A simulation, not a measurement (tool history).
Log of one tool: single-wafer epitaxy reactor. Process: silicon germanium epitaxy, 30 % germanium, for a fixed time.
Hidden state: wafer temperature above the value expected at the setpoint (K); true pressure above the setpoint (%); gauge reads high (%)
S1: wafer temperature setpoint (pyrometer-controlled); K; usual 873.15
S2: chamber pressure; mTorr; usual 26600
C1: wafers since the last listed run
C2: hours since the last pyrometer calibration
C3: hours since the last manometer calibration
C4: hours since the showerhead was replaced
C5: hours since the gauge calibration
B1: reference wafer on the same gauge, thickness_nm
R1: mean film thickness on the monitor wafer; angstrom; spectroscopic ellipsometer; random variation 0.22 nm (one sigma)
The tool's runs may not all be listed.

run,hour,S1,S2,C1,C2,C3,C4,C5,B1,R1
1,0,873.15,26600,0,1860.3,1623.3,5737.1,161.8,57.002,625.81
2,16.4,873.15,26600,159,1876.7,1639.7,5753.5,178.2,57.031,622.01
3,30.7,873.15,26600,138,1891,1654,5767.8,192.5,57.027,622.63
4,45.1,873.15,26600,139,1905.4,1668.4,5782.2,206.9,56.975,622.7
5,51.9,873.15,26600,65,1912.2,1675.2,5789,213.7,56.964,624.03
6,64.6,867.15,26600,123,1924.9,1687.9,5801.7,226.4,56.965,549.32
7,76,873.15,26600,110,1936.3,1699.3,5813.1,237.8,56.976,626.27
8,89.7,873.15,26600,132,1950,1713,5826.8,251.5,56.993,624.17
9,98.7,873.15,25000,87,1959,1722,5835.8,260.5,56.968,600.22
# hour 107.2: gauge calibrated
10,112.8,873.15,25000,136,1973.1,1736.1,5849.9,5.6,57.029,598.73
# hour 124.4: showerhead replaced
11,129.6,869.15,29600,85,1989.9,1752.9,5.2,22.4,56.989,608.09
12,137.4,869.15,29600,75,1997.7,1760.7,13,30.2,57.03,610.27
# hour 153.1: capacitance manometer re-zeroed and calibrated
13,154.2,864.15,29100,85,2014.5,1.1,29.8,47,56.967,541.8
14,167.6,864.15,29100,130,2027.9,14.5,43.2,60.4,57.006,544.71
15,175.9,873.15,26600,80,2036.2,22.8,51.5,68.7,57.027,624.19
# hour 185.1: pyrometer calibrated
16,192.1,882.15,23400,79,7,39,67.7,84.9,56.961,693.61
17,205,867.15,31200,125,19.9,51.9,80.6,97.8,56.984,600.74
18,219.8,864.15,20300,143,34.7,66.7,95.4,112.6,56.997,436.82
19,229.1,861.15,26600,90,44,76,104.7,121.9,56.973,482.66
20,245.7,885.15,22600,161,60.6,92.6,121.3,138.5,56.997,723.13
21,260.8,862.15,21000,146,75.7,107.7,136.4,153.6,56.957,429.04
22,267.4,879.15,20400,64,82.3,114.3,143,160.2,56.998,598.48
23,283.3,862.15,21000,154,98.2,130.2,158.9,176.1,56.98,427.36
24,292.2,859.15,23500,86,107.1,139.1,167.8,185,56.981,429.84
25,302,873.15,26600,95,116.9,148.9,177.6,194.8,56.984,625.2
26,311.8,885.15,29200,95,126.7,158.7,187.4,204.6,57.02,835.04
27,324.2,868.15,26600,120,139.1,171.1,199.8,217,56.968,562.64
# hour 325.6: gauge calibrated
28,331.4,886.15,23500,69,146.3,178.3,207,5.8,56.989,757.06

Forecast each of these 3 alternatives for the next run:
A,331.8,873.15,26600,3,146.7,178.7,207.4,6.2,?,?
B,331.8,860.15,30600,3,146.7,178.7,207.4,6.2,?,?
C,331.8,860.15,26600,3,146.7,178.7,207.4,6.2,?,?

run,B1,R1
A,56.982,623.87
B,56.982,512.41
C,56.982,473.7
Stripped of hidden state, with their random variation kept, the same runs would have yielded:
run,R1
A,623.87
B,512.41
C,473.7
